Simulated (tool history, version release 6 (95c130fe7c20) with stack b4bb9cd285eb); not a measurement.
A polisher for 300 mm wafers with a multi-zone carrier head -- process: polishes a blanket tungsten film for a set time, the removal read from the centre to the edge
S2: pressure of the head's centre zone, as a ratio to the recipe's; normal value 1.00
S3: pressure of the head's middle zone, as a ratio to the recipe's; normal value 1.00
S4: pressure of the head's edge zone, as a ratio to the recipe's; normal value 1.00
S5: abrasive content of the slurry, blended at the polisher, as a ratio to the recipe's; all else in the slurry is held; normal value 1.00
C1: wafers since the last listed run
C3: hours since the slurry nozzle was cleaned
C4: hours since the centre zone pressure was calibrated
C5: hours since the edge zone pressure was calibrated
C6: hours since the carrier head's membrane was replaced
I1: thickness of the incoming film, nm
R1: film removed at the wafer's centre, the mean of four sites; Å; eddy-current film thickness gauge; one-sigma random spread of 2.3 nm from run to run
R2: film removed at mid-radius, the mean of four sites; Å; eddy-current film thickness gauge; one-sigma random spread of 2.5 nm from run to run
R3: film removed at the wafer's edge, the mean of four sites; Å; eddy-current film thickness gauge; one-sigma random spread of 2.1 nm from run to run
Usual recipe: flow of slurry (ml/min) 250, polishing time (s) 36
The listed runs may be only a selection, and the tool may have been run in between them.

run 1 hour=0.0 | flow_of_slurry_(ml/min)=335 S2=1.00 S3=1.00 S4=1.00 S5=1.00 polishing_time_(s)=36 | C1=0 wafers_polished_on_this_pad=6 C3=7.2 C4=1245.6 C5=716.2 C6=65.2 | I1=786.4 | R1=2022 R2=1944 R3=1891
run 2 hour=23.0 | flow_of_slurry_(ml/min)=250 S2=1.00 S3=1.00 S4=1.00 S5=1.30 polishing_time_(s)=29 | C1=342 wafers_polished_on_this_pad=349 C3=30.2 C4=1268.6 C5=739.2 C6=88.2 | I1=779.2 | R1=1676 R2=1595 R3=1577
-- hour=38.8 centre zone pressure recalibrated
run 3 hour=41.4 | flow_of_slurry_(ml/min)=250 S2=1.00 S3=1.00 S4=1.00 S5=1.00 polishing_time_(s)=36 | C1=244 wafers_polished_on_this_pad=594 C3=48.6 C4=2.6 C5=757.6 C6=106.6 | I1=796.5 | R1=1914 R2=1887 R3=1844
run 4 hour=73.9 | flow_of_slurry_(ml/min)=250 S2=1.00 S3=1.00 S4=1.00 S5=1.30 polishing_time_(s)=36 | C1=484 wafers_polished_on_this_pad=1078 C3=81.1 C4=35.1 C5=790.1 C6=139.1 | I1=774.7 | R1=2051 R2=2007 R3=1953
run 5 hour=100.4 | flow_of_slurry_(ml/min)=250 S2=1.00 S3=1.00 S4=1.00 S5=1.00 polishing_time_(s)=36 | C1=395 wafers_polished_on_this_pad=1474 C3=107.6 C4=61.6 C5=816.6 C6=165.6 | I1=771.8 | R1=1887 R2=1887 R3=1825
run 6 hour=117.5 | flow_of_slurry_(ml/min)=170 S2=1.00 S3=1.00 S4=1.00 S5=1.10 polishing_time_(s)=36 | C1=254 wafers_polished_on_this_pad=1729 C3=124.7 C4=78.7 C5=833.7 C6=182.7 | I1=785.6 | R1=1780 R2=1790 R3=1790
run 7 hour=140.9 | flow_of_slurry_(ml/min)=250 S2=1.00 S3=0.89 S4=1.00 S5=1.00 polishing_time_(s)=36 | C1=348 wafers_polished_on_this_pad=2078 C3=148.1 C4=102.1 C5=857.1 C6=206.1 | I1=772.6 | R1=1919 R2=1720 R3=1863
run 8 hour=157.1 | flow_of_slurry_(ml/min)=250 S2=1.00 S3=1.00 S4=1.00 S5=1.00 polishing_time_(s)=36 | C1=241 wafers_polished_on_this_pad=2319 C3=164.3 C4=118.3 C5=873.3 C6=222.3 | I1=778.9 | R1=1916 R2=1902 R3=1835
run 9 hour=173.7 | flow_of_slurry_(ml/min)=340 S2=0.96 S3=1.00 S4=1.00 S5=1.00 polishing_time_(s)=36 | C1=247 wafers_polished_on_this_pad=2567 C3=180.9 C4=134.9 C5=889.9 C6=238.9 | I1=781.1 | R1=1988 R2=1923 R3=1904
run 10 hour=199.1 | flow_of_slurry_(ml/min)=250 S2=1.00 S3=1.00 S4=1.00 S5=0.75 polishing_time_(s)=28 | C1=378 wafers_polished_on_this_pad=2945 C3=206.3 C4=160.3 C5=915.3 C6=264.3 | I1=785.7 | R1=1390 R2=1415 R3=1338
-- hour=206.6 edge zone pressure recalibrated
run 11 hour=218.9 | flow_of_slurry_(ml/min)=290 S2=1.00 S3=1.00 S4=1.00 S5=1.00 polishing_time_(s)=26 | C1=265 wafers_polished_on_this_pad=3211 C3=226.1 C4=180.1 C5=12.3 C6=284.1 | I1=788.1 | R1=1412 R2=1378 R3=1342
-- hour=226.9 worn pad replaced by a new one
run 12 hour=270.4 | flow_of_slurry_(ml/min)=250 S2=1.00 S3=1.00 S4=1.00 S5=1.00 polishing_time_(s)=36 | C1=708 wafers_polished_on_this_pad=648 C3=277.6 C4=231.6 C5=63.8 C6=335.6 | I1=778.6 | R1=1901 R2=1857 R3=1846
run 13 hour=303.9 | flow_of_slurry_(ml/min)=250 S2=0.88 S3=1.00 S4=1.00 S5=0.80 polishing_time_(s)=45 | C1=499 wafers_polished_on_this_pad=1148 C3=311.1 C4=265.1 C5=97.3 C6=369.1 | I1=786.4 | R1=2126 R2=2189 R3=2213
run 14 hour=321.8 | flow_of_slurry_(ml/min)=195 S2=1.00 S3=1.00 S4=1.00 S5=0.90 polishing_time_(s)=36 | C1=266 wafers_polished_on_this_pad=1415 C3=329.0 C4=283.0 C5=115.2 C6=387.0 | I1=768.4 | R1=1810 R2=1787 R3=1748
run 15 hour=352.9 | flow_of_slurry_(ml/min)=205 S2=1.00 S3=0.97 S4=1.00 S5=1.00 polishing_time_(s)=47 | C1=463 wafers_polished_on_this_pad=1879 C3=360.1 C4=314.1 C5=146.3 C6=418.1 | I1=771.3 | R1=2420 R2=2315 R3=2332
run 16 hour=376.0 | flow_of_slurry_(ml/min)=165 S2=1.00 S3=0.93 S4=0.96 S5=1.00 polishing_time_(s)=29 | C1=344 wafers_polished_on_this_pad=2223 C3=383.2 C4=337.2 C5=169.4 C6=441.2 | I1=770.8 | R1=1431 R2=1332 R3=1384
run 17 hour=407.0 | flow_of_slurry_(ml/min)=180 S2=1.00 S3=1.00 S4=1.00 S5=1.00 polishing_time_(s)=36 | C1=462 wafers_polished_on_this_pad=2685 C3=414.2 C4=368.2 C5=200.4 C6=472.2 | I1=778.3 | R1=1859 R2=1824 R3=1765
-- hour=426.8 worn pad replaced by a new one
run 18 hour=434.9 | flow_of_slurry_(ml/min)=250 S2=1.00 S3=1.00 S4=1.00 S5=1.00 polishing_time_(s)=36 | C1=356 wafers_polished_on_this_pad=121 C3=442.1 C4=396.1 C5=228.3 C6=500.1 | I1=790.9 | R1=1956 R2=1906 R3=1804
-- hour=439.6 slurry nozzle cleaned
run 19 hour=469.8 | flow_of_slurry_(ml/min)=250 S2=1.00 S3=1.00 S4=1.00 S5=0.85 polishing_time_(s)=36 | C1=505 wafers_polished_on_this_pad=626 C3=30.2 C4=431.0 C5=263.2 C6=535.0 | I1=784.1 | R1=1938 R2=1824 R3=1783
run 20 hour=503.0 | flow_of_slurry_(ml/min)=250 S2=1.00 S3=1.11 S4=1.00 S5=1.00 polishing_time_(s)=36 | C1=495 wafers_polished_on_this_pad=1121 C3=63.4 C4=464.2 C5=296.4 C6=568.2 | I1=771.1 | R1=1995 R2=2084 R3=1854
run 21 hour=520.3 | flow_of_slurry_(ml/min)=250 S2=1.00 S3=1.00 S4=1.00 S5=1.00 polishing_time_(s)=36 | C1=257 wafers_polished_on_this_pad=1379 C3=80.7 C4=481.5 C5=313.7 C6=585.5 | I1=790.0 | R1=1968 R2=1901 R3=1818
run 22 hour=539.9 | flow_of_slurry_(ml/min)=250 S2=1.00 S3=1.00 S4=1.07 S5=1.00 polishing_time_(s)=36 | C1=292 wafers_polished_on_this_pad=1672 C3=100.3 C4=501.1 C5=333.3 C6=605.1 | I1=783.7 | R1=1991 R2=1905 R3=1935

Below are 3 alternative next runs, each starting from the tool's condition after run 22. Predict each:
run A hour=540.3 | flow_of_slurry_(ml/min)=250 S2=1.00 S3=1.00 S4=1.00 S5=1.00 polishing_time_(s)=36 | C1=5 wafers_polished_on_this_pad=1678 C3=100.7 C4=501.5 C5=333.7 C6=605.5 | I1=766.8 | R1=? R2=? R3=?
run B hour=540.3 | flow_of_slurry_(ml/min)=320 S2=1.00 S3=1.00 S4=1.00 S5=1.00 polishing_time_(s)=40 | C1=5 wafers_polished_on_this_pad=1678 C3=100.7 C4=501.5 C5=333.7 C6=605.5 | I1=766.8 | R1=? R2=? R3=?
run C hour=540.3 | flow_of_slurry_(ml/min)=310 S2=1.00 S3=0.89 S4=1.00 S5=1.00 polishing_time_(s)=36 | C1=5 wafers_polished_on_this_pad=1678 C3=100.7 C4=501.5 C5=333.7 C6=605.5 | I1=766.8 | R1=? R2=? R3=?

run=A R1=1994 R2=1907 R3=1825
run=B R1=2283 R2=2178 R3=2071
run=C R1=2046 R2=1773 R3=1862
What these runs would have given with no unlogged condition in the tool:
run=A R1=1876 R2=1908 R3=1825
run=B R1=2149 R2=2179 R3=2071
run=C R1=1926 R2=1773 R3=1862

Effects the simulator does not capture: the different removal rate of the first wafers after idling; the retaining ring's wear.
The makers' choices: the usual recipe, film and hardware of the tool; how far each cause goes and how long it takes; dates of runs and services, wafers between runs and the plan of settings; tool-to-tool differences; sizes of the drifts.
